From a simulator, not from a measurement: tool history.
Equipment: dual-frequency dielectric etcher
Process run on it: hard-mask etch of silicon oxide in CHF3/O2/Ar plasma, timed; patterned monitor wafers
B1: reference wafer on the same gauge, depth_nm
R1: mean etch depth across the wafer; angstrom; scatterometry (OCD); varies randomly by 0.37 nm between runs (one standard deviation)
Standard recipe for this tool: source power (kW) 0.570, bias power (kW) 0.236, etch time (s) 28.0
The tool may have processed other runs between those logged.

Run 1, hour 0.0: usual settings but bias power (kW) 0.278; B1 58.1. Result: R1 667 angstrom.
Run 2, hour 17.9: usual settings but bias power (kW) 0.278; B1 58.1. Result: R1 659 angstrom.
Run 3, hour 58.3: usual settings but bias power (kW) 0.278; B1 58.1. Result: R1 658 angstrom.
Run 4, hour 75.8: usual settings but etch time (s) 32.5; B1 58.1. Result: R1 717 angstrom.
Run 5, hour 85.1: usual settings but bias power (kW) 0.274; B1 58.2. Result: R1 656 angstrom.
Run 6, hour 97.2: usual settings but source power (kW) 0.640; B1 58.0. Result: R1 636 angstrom.
Run 7, hour 108.4: usual settings but source power (kW) 0.640; B1 58.1. Result: R1 633 angstrom.
Run 8, hour 124.4: usual settings but source power (kW) 0.540, etch time (s) 32.5; B1 58.1. Result: R1 705 angstrom.
At hour 146.5: bias power generator calibrated.
At hour 156.8: upper electrode replaced, of another model than before.
Run 9, hour 157.3: usual settings; B1 58.2. Result: R1 619 angstrom.
Run 10, hour 157.7: usual settings; B1 58.1. Result: R1 615 angstrom.
Run 11, hour 158.0: usual settings but bias power (kW) 0.279; B1 58.1. Result: R1 681 angstrom.
Run 12, hour 160.8: usual settings; B1 58.1. Result: R1 614 angstrom.
Run 13, hour 174.4: usual settings; B1 58.1. Result: R1 622 angstrom.
At hour 181.6: gauge calibrated.
Run 14, hour 187.5: usual settings but source power (kW) 0.660, etch time (s) 24.5; B1 58.1. Result: R1 563 angstrom.
Run 15, hour 196.9: usual settings but source power (kW) 0.430, bias power (kW) 0.281, etch time (s) 34.5; B1 58.1. Result: R1 782 angstrom.
Run 16, hour 209.5: usual settings but source power (kW) 0.630, bias power (kW) 0.261, etch time (s) 24.5; B1 58.0. Result: R1 595 angstrom.
At hour 234.1: wet clean of the chamber.
Run 17, hour 234.6: usual settings but source power (kW) 0.610, etch time (s) 23.5; B1 58.1. Result: R1 516 angstrom.
Run 18, hour 235.8: usual settings but source power (kW) 0.630; B1 58.1. Result: R1 622 angstrom.
At hour 244.1: source power generator calibrated.
Run 19, hour 247.6: usual settings but source power (kW) 0.480; B1 58.1. Result: R1 576 angstrom.
Run 20, hour 254.8: usual settings but source power (kW) 0.620, bias power (kW) 0.291; B1 58.1. Result: R1 708 angstrom.
Run 21, hour 266.4: usual settings; B1 58.1. Result: R1 601 angstrom.
Run 22, hour 282.8: usual settings but bias power (kW) 0.209; B1 58.0. Result: R1 558 angstrom.
Run 23, hour 291.7: usual settings but source power (kW) 0.660, bias power (kW) 0.271, etch time (s) 36.5; B1 58.2. Result: R1 899 angstrom.
Run 24, hour 298.5: usual settings; B1 58.1. Result: R1 612 angstrom.
Run 25, hour 313.4: usual settings but source power (kW) 0.440, bias power (kW) 0.293, etch time (s) 34.0; B1 58.0. Result: R1 779 angstrom.
Run 26, hour 322.0: usual settings but source power (kW) 0.620, bias power (kW) 0.260, etch time (s) 34.5; B1 58.1. Result: R1 810 angstrom.
Run 27, hour 334.2: usual settings; B1 58.1. Result: R1 605 angstrom.
Run 28, hour 351.3: usual settings but source power (kW) 0.460; B1 58.1. Result: R1 575 angstrom.
Run 29, hour 365.9: usual settings; B1 58.2. Result: R1 615 angstrom.
Run 30, hour 372.4: usual settings but source power (kW) 0.660, bias power (kW) 0.203; B1 58.1. Result: R1 580 angstrom.

Measured minus without-hidden-state, run by run (identical run-to-run variation in each term; gauge scatter may differ):
The tool's hidden condition here consists of: etch rate over this chamber's usual, %; source power that arrives over what is set, %; bias power that arrives over what is set, %; gauge reads high (%).
run   R1
  1   +7
  2   +8
  3  +10
  4  +11
  5  +10
  6  +11
  7  +11
  8  +13
  9  +13
 10  +13
 11  +15
 12  +13
 13  +14
 14  +12
 15  +18
 16  +14
 17   -1
 18   -1
 19   -1
 20   -1
 21   +1
 22   +0
 23   +2
 24   +1
 25   +2
 26   +3
 27   +3
 28   +3
 29   +4
 30   +4
